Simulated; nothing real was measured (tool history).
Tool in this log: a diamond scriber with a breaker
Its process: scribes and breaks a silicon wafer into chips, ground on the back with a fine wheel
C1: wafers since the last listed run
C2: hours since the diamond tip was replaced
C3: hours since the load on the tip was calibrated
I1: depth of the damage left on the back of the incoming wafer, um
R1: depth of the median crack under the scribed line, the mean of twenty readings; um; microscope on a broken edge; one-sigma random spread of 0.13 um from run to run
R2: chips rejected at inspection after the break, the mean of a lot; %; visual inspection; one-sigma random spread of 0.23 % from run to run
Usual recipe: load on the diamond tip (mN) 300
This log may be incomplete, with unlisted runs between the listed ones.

Run 1, hour 0.0: usual settings; C1 0; C2 406.1; C3 75.4; I1 2.79. Result: R1 8.71 um, R2 4.82 %.
Run 2, hour 85.5: usual settings; C1 162; C2 491.6; C3 160.9; I1 2.92. Result: R1 8.62 um, R2 6.30 %.
Run 3, hour 139.9: usual settings; C1 103; C2 546.0; C3 215.3; I1 2.95. Result: R1 8.53 um, R2 5.70 %.
Run 4, hour 178.2: usual settings but load on the diamond tip (mN) 268; C1 72; C2 584.3; C3 253.6; I1 2.96. Result: R1 7.80 um, R2 8.23 %.
Run 5, hour 249.8: usual settings but load on the diamond tip (mN) 268; C1 136; C2 655.9; C3 325.2; I1 2.33. Result: R1 7.76 um, R2 4.88 %.
Run 6, hour 281.4: usual settings but load on the diamond tip (mN) 268; C1 60; C2 687.5; C3 356.8; I1 2.38. Result: R1 7.74 um, R2 4.89 %.
Run 7, hour 352.8: usual settings; C1 135; C2 758.9; C3 428.2; I1 1.71. Result: R1 8.98 um, R2 1.72 %.
Run 8, hour 394.3: usual settings; C1 78; C2 800.4; C3 469.7; I1 2.17. Result: R1 8.86 um, R2 3.38 %.
Run 9, hour 422.1: usual settings; C1 52; C2 828.2; C3 497.5; I1 1.68. Result: R1 8.72 um, R2 1.92 %.
Run 10, hour 493.1: usual settings; C1 135; C2 899.2; C3 568.5; I1 2.65. Result: R1 8.90 um, R2 4.23 %.
At hour 495.9: diamond tip replaced by a new one.
Run 11, hour 563.4: usual settings; C1 129; C2 67.5; C3 638.8; I1 2.02. Result: R1 8.87 um, R2 2.75 %.
Run 12, hour 634.2: usual settings but load on the diamond tip (mN) 262; C1 134; C2 138.3; C3 709.6; I1 2.30. Result: R1 8.12 um, R2 3.62 %.
At hour 668.8: load on the tip recalibrated.
Run 13, hour 697.8: usual settings but load on the diamond tip (mN) 259; C1 117; C2 201.9; C3 29.0; I1 1.63. Result: R1 7.90 um, R2 3.38 %.
Run 14, hour 744.0: usual settings but load on the diamond tip (mN) 350; C1 87; C2 248.1; C3 75.2; I1 2.45. Result: R1 9.66 um, R2 4.33 %.
Run 15, hour 769.9: usual settings but load on the diamond tip (mN) 253; C1 49; C2 274.0; C3 101.1; I1 2.46. Result: R1 7.68 um, R2 7.27 %.
Run 16, hour 812.1: usual settings but load on the diamond tip (mN) 378; C1 80; C2 316.2; C3 143.3; I1 2.64. Result: R1 10.38 um, R2 6.95 %.
Run 17, hour 864.5: usual settings but load on the diamond tip (mN) 389; C1 99; C2 368.6; C3 195.7; I1 1.82. Result: R1 10.42 um, R2 6.12 %.
Run 18, hour 920.3: usual settings but load on the diamond tip (mN) 233; C1 106; C2 424.4; C3 251.5; I1 2.26. Result: R1 7.19 um, R2 9.52 %.
Run 19, hour 968.7: usual settings but load on the diamond tip (mN) 344; C1 92; C2 472.8; C3 299.9; I1 2.13. Result: R1 9.63 um, R2 3.78 %.
Run 20, hour 995.3: usual settings but load on the diamond tip (mN) 339; C1 50; C2 499.4; C3 326.5; I1 2.85. Result: R1 9.81 um, R2 5.01 %.
Run 21, hour 1039.4: usual settings; C1 83; C2 543.5; C3 370.6; I1 2.21. Result: R1 8.63 um, R2 2.58 %.
Run 22, hour 1074.0: usual settings; C1 65; C2 578.1; C3 405.2; I1 1.98. Result: R1 9.05 um, R2 2.37 %.
Run 23, hour 1142.6: usual settings; C1 130; C2 646.7; C3 473.8; I1 2.78. Result: R1 8.76 um, R2 5.50 %.
Run 24, hour 1200.5: usual settings but load on the diamond tip (mN) 246; C1 110; C2 704.6; C3 531.7; I1 2.72. Result: R1 7.66 um, R2 7.89 %.

What if the next run were any one of these 5? Each begins from the tool's condition after run 24:
Run A, hour 1201.2: usual settings; C1 1; C2 705.3; C3 532.4; I1 1.76. Result: R1 ?, R2 ?.
Run B, hour 1201.2: usual settings but load on the diamond tip (mN) 323; C1 1; C2 705.3; C3 532.4; I1 1.76. Result: R1 ?, R2 ?.
Run C, hour 1201.2: usual settings but load on the diamond tip (mN) 265; C1 1; C2 705.3; C3 532.4; I1 1.76. Result: R1 ?, R2 ?.
Run D, hour 1201.2: usual settings but load on the diamond tip (mN) 218; C1 1; C2 705.3; C3 532.4; I1 1.76. Result: R1 ?, R2 ?.
Run E, hour 1201.2: usual settings but load on the diamond tip (mN) 372; C1 1; C2 705.3; C3 532.4; I1 1.76. Result: R1 ?, R2 ?.

run     R1    R2
  A   8.97  1.89
  B   9.48  2.64
  C   8.17  2.26
  D   7.03  7.14
  E  10.51  5.94
The same runs, with their run-to-run variation unchanged, on a tool lacking any hidden condition would have given:
run     R1    R2
  A   8.59  1.80
  B   9.08  1.99
  C   7.83  3.12
  D   6.73  9.41
  E  10.07  4.29

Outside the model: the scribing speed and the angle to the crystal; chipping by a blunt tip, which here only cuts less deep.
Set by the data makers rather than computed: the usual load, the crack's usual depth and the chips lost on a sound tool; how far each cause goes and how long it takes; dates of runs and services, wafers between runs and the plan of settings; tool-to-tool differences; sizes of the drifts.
